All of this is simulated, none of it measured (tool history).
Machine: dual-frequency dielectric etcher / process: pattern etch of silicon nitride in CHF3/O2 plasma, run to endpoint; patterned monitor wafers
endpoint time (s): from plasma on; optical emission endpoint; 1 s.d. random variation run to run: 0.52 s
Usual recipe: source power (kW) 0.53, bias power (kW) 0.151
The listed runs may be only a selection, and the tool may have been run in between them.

run   hour  source power (kW)  bias power (kW)  wafers since the last listed run  hours since the last wet clean  hours since the last source power generator calibration  hours since the last bias power generator calibration  hours since the last upper electrode change  incoming incoming film thickness, nm  endpoint time (s)
  1      0               0.53            0.166                                 0                             305                                                   1564.4                                                 4187.4                                       1862.8                                  81.5               57.1
  2   15.4               0.53            0.166                               151                           320.4                                                   1579.8                                                 4202.8                                       1878.2                                  81.3               58.8
  3   28.2               0.53            0.151                               125                           333.2                                                   1592.6                                                 4215.6                                         1891                                  82.4               60.5
  4   44.9               0.45            0.151                               164                           349.9                                                   1609.3                                                 4232.3                                       1907.7                                    82               65.1
  5   59.4               0.45            0.151                               142                           364.4                                                   1623.8                                                 4246.8                                       1922.2                                    81               65.1
  6   95.3               0.47            0.151                               353                           400.3                                                   1659.7                                                 4282.7                                       1958.1                                  82.5               65.4
  7  112.8               0.47            0.151                               172                           417.8                                                   1677.2                                                 4300.2                                       1975.6                                  82.1               63.4
  8  126.2               0.47            0.151                               131                           431.2                                                   1690.6                                                 4313.6                                         1989                                  81.5               63.6
  9  134.1               0.53            0.151                                77                           439.1                                                   1698.5                                                 4321.5                                       1996.9                                  81.2               59.5
 10  148.7               0.53            0.151                               143                           453.7                                                   1713.1                                                 4336.1                                       2011.5                                  80.7               60.4
 11  158.9               0.53            0.151                               100                           463.9                                                   1723.3                                                 4346.3                                       2021.7                                  81.7               60.8
 12  175.7               0.53            0.151                               165                           480.7                                                   1740.1                                                 4363.1                                       2038.5                                  82.1               61.3
 13  184.4               0.53            0.151                                85                           489.4                                                   1748.8                                                 4371.8                                       2047.2                                  82.3               61.9
 14  197.9               0.53            0.151                               132                           502.9                                                   1762.3                                                 4385.3                                       2060.7                                  81.8               61.2
       231  -- wet clean of the chamber
     235.2  -- upper electrode replaced
 15  235.7               0.53            0.159                                93                             4.7                                                   1800.1                                                 4423.1                                          0.5                                  81.4               58.1
 16  236.1               0.53            0.159                                 3                             5.1                                                   1800.5                                                 4423.5                                          0.9                                  82.2               57.3
 17  237.3               0.62            0.151                                11                             6.3                                                   1801.7                                                 4424.7                                          2.1                                  81.7               54.7
 18  248.8               0.53            0.151                               113                            17.8                                                   1813.2                                                 4436.2                                         13.6                                    81               57.8
     257.4  -- bias power generator calibrated
 19  257.9               0.65            0.151                                50                            26.9                                                   1822.3                                                    0.5                                         22.7                                  81.7               53.2
     266.5  -- source power generator calibrated
 20  271.9               0.53            0.174                                98                            40.9                                                      5.4                                                   14.5                                         36.7                                  81.6                 56
 21  280.3               0.53            0.151                                82                            49.3                                                     13.8                                                   22.9                                         45.1                                  82.6               59.3
 22    292               0.48            0.151                               115                              61                                                     25.5                                                   34.6                                         56.8                                  81.3               60.3
 23  307.2               0.44            0.189                               149                            76.2                                                     40.7                                                   49.8                                           72                                    82               58.7
 24    323               0.53            0.118                               155                              92                                                     56.5                                                   65.6                                         87.8                                  81.7               63.2
 25  332.1               0.59            0.151                                89                           101.1                                                     65.6                                                   74.7                                         96.9                                  81.9               55.5
 26  339.3               0.42             0.18                                70                           108.3                                                     72.8                                                   81.9                                        104.1                                  81.5               60.9
 27  345.7               0.41            0.113                                62                           114.7                                                     79.2                                                   88.3                                        110.5                                  81.5               72.3
 28  354.8               0.53            0.151                                89                           123.8                                                     88.3                                                   97.4                                        119.6                                  82.4               58.5
 29  374.1               0.59            0.129                               189                           143.1                                                    107.6                                                  116.7                                        138.9                                  82.6               60.1
 30  423.5               0.53            0.151                               486                           192.5                                                      157                                                  166.1                                        188.3                                  82.2               59.4
 31  439.7               0.53            0.151                               159                           208.7                                                    173.2                                                  182.3                                        204.5                                  82.3               59.5
 32  457.6               0.48            0.114                               176                           226.6                                                    191.1                                                  200.2                                        222.4                                  82.3               67.8

Per-run results on a tool with no hidden state, each run keeping its own random variation:
The tool's hidden condition here consists of: etch rate over this chamber's usual, %; source power that arrives over what is set, %; bias power that arrives over what is set, %.
run  endpoint time (s)
  1               55.4
  2               56.9
  3               58.5
  4               62.8
  5               62.7
  6               62.8
  7               60.8
  8               60.9
  9               56.9
 10               57.7
 11                 58
 12               58.4
 13               58.9
 14               58.2
 15               58.3
 16               57.5
 17               54.9
 18               57.9
 19               53.2
 20                 56
 21               59.2
 22               60.2
 23               58.5
 24               62.8
 25               55.1
 26               60.5
 27               71.8
 28                 58
 29               59.5
 30               58.6
 31               58.6
 32               66.6

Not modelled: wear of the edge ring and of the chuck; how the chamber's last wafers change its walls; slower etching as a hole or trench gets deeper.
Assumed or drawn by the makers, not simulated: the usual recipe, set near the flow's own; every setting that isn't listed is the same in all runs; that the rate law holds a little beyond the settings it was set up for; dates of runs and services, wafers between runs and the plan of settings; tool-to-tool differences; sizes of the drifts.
